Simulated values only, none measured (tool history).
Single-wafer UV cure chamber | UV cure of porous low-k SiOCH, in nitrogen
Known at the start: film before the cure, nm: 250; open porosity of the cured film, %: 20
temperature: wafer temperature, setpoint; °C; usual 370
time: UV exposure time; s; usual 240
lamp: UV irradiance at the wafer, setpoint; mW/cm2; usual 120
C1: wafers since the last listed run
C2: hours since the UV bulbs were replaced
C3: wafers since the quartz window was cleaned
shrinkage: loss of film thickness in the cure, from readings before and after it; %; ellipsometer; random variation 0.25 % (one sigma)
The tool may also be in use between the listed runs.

{"run": 1, "hour": 0.0, "temperature": 374, "time": 240, "lamp": 120, "C1": 0, "C2": 486.8, "C3": 84, "shrinkage": 13.955}
{"run": 2, "hour": 41.8, "temperature": 374, "time": 240, "lamp": 120, "C1": 194, "C2": 528.6, "C3": 278, "shrinkage": 14.099}
{"run": 3, "hour": 103.2, "temperature": 374, "time": 240, "lamp": 120, "C1": 285, "C2": 590, "C3": 564, "shrinkage": 13.78}
{"run": 4, "hour": 131.0, "temperature": 370, "time": 180, "lamp": 120, "C1": 129, "C2": 617.8, "C3": 693, "shrinkage": 12.381}
{"run": 5, "hour": 194.5, "temperature": 370, "time": 180, "lamp": 120, "C1": 295, "C2": 681.3, "C3": 988, "shrinkage": 12.199}
{"run": 6, "hour": 243.4, "temperature": 370, "time": 240, "lamp": 120, "C1": 227, "C2": 730.2, "C3": 1216, "shrinkage": 13.743}
{"run": 7, "hour": 297.0, "temperature": 370, "time": 240, "lamp": 120, "C1": 249, "C2": 783.8, "C3": 1465, "shrinkage": 13.676}
{"run": 8, "hour": 337.6, "temperature": 370, "time": 240, "lamp": 120, "C1": 188, "C2": 824.4, "C3": 1654, "shrinkage": 13.695}
{"hour": 382.3, "done": "quartz window cleaned"}
{"run": 9, "hour": 393.7, "temperature": 370, "time": 240, "lamp": 102, "C1": 223, "C2": 880.5, "C3": 53, "shrinkage": 12.947}
{"run": 10, "hour": 506.8, "temperature": 370, "time": 240, "lamp": 134, "C1": 526, "C2": 993.6, "C3": 579, "shrinkage": 13.795}
{"run": 11, "hour": 546.6, "temperature": 370, "time": 240, "lamp": 120, "C1": 185, "C2": 1033.4, "C3": 764, "shrinkage": 13.453}
{"run": 12, "hour": 578.1, "temperature": 370, "time": 240, "lamp": 120, "C1": 146, "C2": 1064.9, "C3": 910, "shrinkage": 13.167}
{"run": 13, "hour": 607.3, "temperature": 370, "time": 240, "lamp": 120, "C1": 135, "C2": 1094.1, "C3": 1046, "shrinkage": 13.074}
{"run": 14, "hour": 644.8, "temperature": 370, "time": 270, "lamp": 120, "C1": 174, "C2": 1131.6, "C3": 1221, "shrinkage": 13.875}
{"run": 15, "hour": 719.5, "temperature": 370, "time": 270, "lamp": 120, "C1": 347, "C2": 1206.3, "C3": 1568, "shrinkage": 13.589}
{"run": 16, "hour": 771.2, "temperature": 370, "time": 270, "lamp": 120, "C1": 240, "C2": 1258, "C3": 1809, "shrinkage": 13.524}
{"hour": 780.0, "done": "quartz window cleaned"}
{"run": 17, "hour": 817.2, "temperature": 357, "time": 240, "lamp": 120, "C1": 176, "C2": 1304, "C3": 172, "shrinkage": 12.948}
{"hour": 910.2, "done": "UV bulbs replaced"}
{"run": 18, "hour": 958.6, "temperature": 354, "time": 135, "lamp": 101, "C1": 620, "C2": 48.4, "C3": 793, "shrinkage": 10.274}
{"run": 19, "hour": 1004.7, "temperature": 370, "time": 240, "lamp": 120, "C1": 214, "C2": 94.5, "C3": 1007, "shrinkage": 14.38}
{"run": 20, "hour": 1033.0, "temperature": 370, "time": 240, "lamp": 120, "C1": 131, "C2": 122.8, "C3": 1139, "shrinkage": 14.442}
{"run": 21, "hour": 1096.1, "temperature": 370, "time": 320, "lamp": 120, "C1": 293, "C2": 185.9, "C3": 1432, "shrinkage": 15.572}
{"hour": 1119.7, "done": "quartz window cleaned"}
{"run": 22, "hour": 1126.8, "temperature": 370, "time": 175, "lamp": 134, "C1": 105, "C2": 216.6, "C3": 32, "shrinkage": 12.939}
{"run": 23, "hour": 1174.3, "temperature": 370, "time": 240, "lamp": 120, "C1": 220, "C2": 264.1, "C3": 253, "shrinkage": 14.358}
{"run": 24, "hour": 1243.5, "temperature": 370, "time": 240, "lamp": 120, "C1": 321, "C2": 333.3, "C3": 575, "shrinkage": 13.978}
{"run": 25, "hour": 1304.7, "temperature": 384, "time": 325, "lamp": 84, "C1": 284, "C2": 394.5, "C3": 860, "shrinkage": 13.839}
{"run": 26, "hour": 1332.7, "temperature": 370, "time": 175, "lamp": 120, "C1": 130, "C2": 422.5, "C3": 990, "shrinkage": 12.667}
{"run": 27, "hour": 1360.7, "temperature": 375, "time": 300, "lamp": 159, "C1": 130, "C2": 450.5, "C3": 1120, "shrinkage": 17.19}
{"run": 28, "hour": 1416.0, "temperature": 361, "time": 240, "lamp": 120, "C1": 257, "C2": 505.8, "C3": 1378, "shrinkage": 13.681}
{"run": 29, "hour": 1481.8, "temperature": 351, "time": 370, "lamp": 120, "C1": 306, "C2": 571.6, "C3": 1684, "shrinkage": 16.124}
{"run": 30, "hour": 1528.1, "temperature": 355, "time": 240, "lamp": 120, "C1": 215, "C2": 617.9, "C3": 1899, "shrinkage": 13.772}
{"hour": 1555.3, "done": "quartz window cleaned"}
{"run": 31, "hour": 1571.7, "temperature": 355, "time": 240, "lamp": 151, "C1": 165, "C2": 661.5, "C3": 76, "shrinkage": 14.951}
{"run": 32, "hour": 1637.4, "temperature": 370, "time": 240, "lamp": 120, "C1": 305, "C2": 727.2, "C3": 381, "shrinkage": 13.646}
{"run": 33, "hour": 1696.0, "temperature": 352, "time": 140, "lamp": 85, "C1": 272, "C2": 785.8, "C3": 654, "shrinkage": 8.539}

5 ways to go on from here, each from the tool as it stands after run 33. What would each give?
{"run": "A", "hour": 1696.5, "temperature": 370, "time": 240, "lamp": 120, "C1": 2, "C2": 786.3, "C3": 656, "shrinkage": "?"}
{"run": "B", "hour": 1696.5, "temperature": 382, "time": 340, "lamp": 157, "C1": 2, "C2": 786.3, "C3": 656, "shrinkage": "?"}
{"run": "C", "hour": 1696.5, "temperature": 362, "time": 320, "lamp": 120, "C1": 2, "C2": 786.3, "C3": 656, "shrinkage": "?"}
{"run": "D", "hour": 1696.5, "temperature": 370, "time": 240, "lamp": 149, "C1": 2, "C2": 786.3, "C3": 656, "shrinkage": "?"}
{"run": "E", "hour": 1696.5, "temperature": 370, "time": 155, "lamp": 137, "C1": 2, "C2": 786.3, "C3": 656, "shrinkage": "?"}

run=A shrinkage=13.601
run=B shrinkage=17.297
run=C shrinkage=14.981
run=D shrinkage=14.777
run=E shrinkage=11.996
Without the tool's hidden state the same runs would have given:
run=A shrinkage=14.826
run=B shrinkage=18.583
run=C shrinkage=16.236
run=D shrinkage=16.028
run=E shrinkage=13.177
